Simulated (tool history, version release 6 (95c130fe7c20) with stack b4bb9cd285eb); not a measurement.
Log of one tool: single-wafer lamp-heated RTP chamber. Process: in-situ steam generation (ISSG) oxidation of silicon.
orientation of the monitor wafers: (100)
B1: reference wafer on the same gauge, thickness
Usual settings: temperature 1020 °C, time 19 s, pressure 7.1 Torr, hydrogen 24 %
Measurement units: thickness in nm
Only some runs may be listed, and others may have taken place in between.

run 1 day=0 | temperature=1020 time=19 pressure=7.1 hydrogen=24 | B1=6.734 | thickness=6.178
run 2 day=0.617 | temperature=1020 time=19 pressure=7.1 hydrogen=17 | B1=6.727 | thickness=5.686
run 3 day=0.921 | temperature=1020 time=19 pressure=7.1 hydrogen=17 | B1=6.733 | thickness=5.692
run 4 day=1.317 | temperature=1020 time=19 pressure=7.1 hydrogen=17 | B1=6.729 | thickness=5.698
run 5 day=1.942 | temperature=1020 time=19 pressure=7.1 hydrogen=24 | B1=6.742 | thickness=6.21
run 6 day=2.375 | temperature=1020 time=19 pressure=7.1 hydrogen=24 | B1=6.737 | thickness=6.186
run 7 day=3.038 | temperature=1020 time=19 pressure=7.1 hydrogen=24 | B1=6.734 | thickness=6.163
run 8 day=3.425 | temperature=1020 time=19 pressure=7.1 hydrogen=24 | B1=6.728 | thickness=6.192
run 9 day=4.154 | temperature=1020 time=19 pressure=7.1 hydrogen=24 | B1=6.734 | thickness=6.162
run 10 day=4.471 | temperature=1020 time=19 pressure=7.1 hydrogen=24 | B1=6.728 | thickness=6.163
run 11 day=5.046 | temperature=1020 time=19 pressure=7.1 hydrogen=24 | B1=6.726 | thickness=6.204
run 12 day=5.592 | temperature=1013 time=19 pressure=7.1 hydrogen=24 | B1=6.728 | thickness=6.019
run 13 day=5.867 | temperature=1013 time=19 pressure=7.1 hydrogen=24 | B1=6.726 | thickness=5.979
run 14 day=6.596 | temperature=1020 time=19 pressure=7.1 hydrogen=24 | B1=6.73 | thickness=6.177
run 15 day=6.988 | temperature=1020 time=19 pressure=7.1 hydrogen=24 | B1=6.729 | thickness=6.242
run 16 day=7.708 | temperature=1034 time=17 pressure=6.9 hydrogen=24 | B1=6.722 | thickness=6.257
run 17 day=8.208 | temperature=1026 time=19 pressure=7.1 hydrogen=32 | B1=6.735 | thickness=6.886
run 18 day=8.779 | temperature=1039 time=26 pressure=7.1 hydrogen=24 | B1=6.733 | thickness=7.998
run 19 day=9.304 | temperature=1030 time=16 pressure=8.5 hydrogen=28 | B1=6.729 | thickness=6.204
-- day=9.842 hydrogen flow controller replaced
run 20 day=9.862 | temperature=1020 time=19 pressure=7.1 hydrogen=32 | B1=6.721 | thickness=6.674
-- day=9.95 gauge calibrated
-- day=10.242 pyrometer window cleaned and pyrometer calibrated
run 21 day=10.262 | temperature=1035 time=19 pressure=7.1 hydrogen=24 | B1=6.728 | thickness=6.659
run 22 day=10.733 | temperature=1020 time=19 pressure=7.1 hydrogen=24 | B1=6.729 | thickness=6.203
-- day=11.475 pressure gauge zeroed
run 23 day=11.496 | temperature=1020 time=19 pressure=7.8 hydrogen=24 | B1=6.726 | thickness=6.196
run 24 day=12.054 | temperature=1034 time=12 pressure=6.9 hydrogen=32 | B1=6.726 | thickness=5.763
run 25 day=12.738 | temperature=1020 time=19 pressure=7.1 hydrogen=24 | B1=6.729 | thickness=6.186
run 26 day=13.383 | temperature=1020 time=24 pressure=7.1 hydrogen=31 | B1=6.725 | thickness=7.436
run 27 day=13.658 | temperature=1020 time=19 pressure=6.9 hydrogen=18 | B1=6.734 | thickness=5.784
run 28 day=14.275 | temperature=1020 time=23 pressure=7.1 hydrogen=15 | B1=6.737 | thickness=6.062
run 29 day=14.8 | temperature=1020 time=19 pressure=7.1 hydrogen=24 | B1=6.72 | thickness=6.187
run 30 day=15.121 | temperature=1020 time=19 pressure=7.1 hydrogen=24 | B1=6.722 | thickness=6.195

List, for all runs, the conditions of the tool that the log does not record:
true wafer temperature minus pyrometer reading, K: 0 on each run
true pressure minus gauge reading, Torr: 0 on each run
deviation of the hydrogen flow from its setpoint, %: 0 on each run
gauge reads high (%): 0 on each run
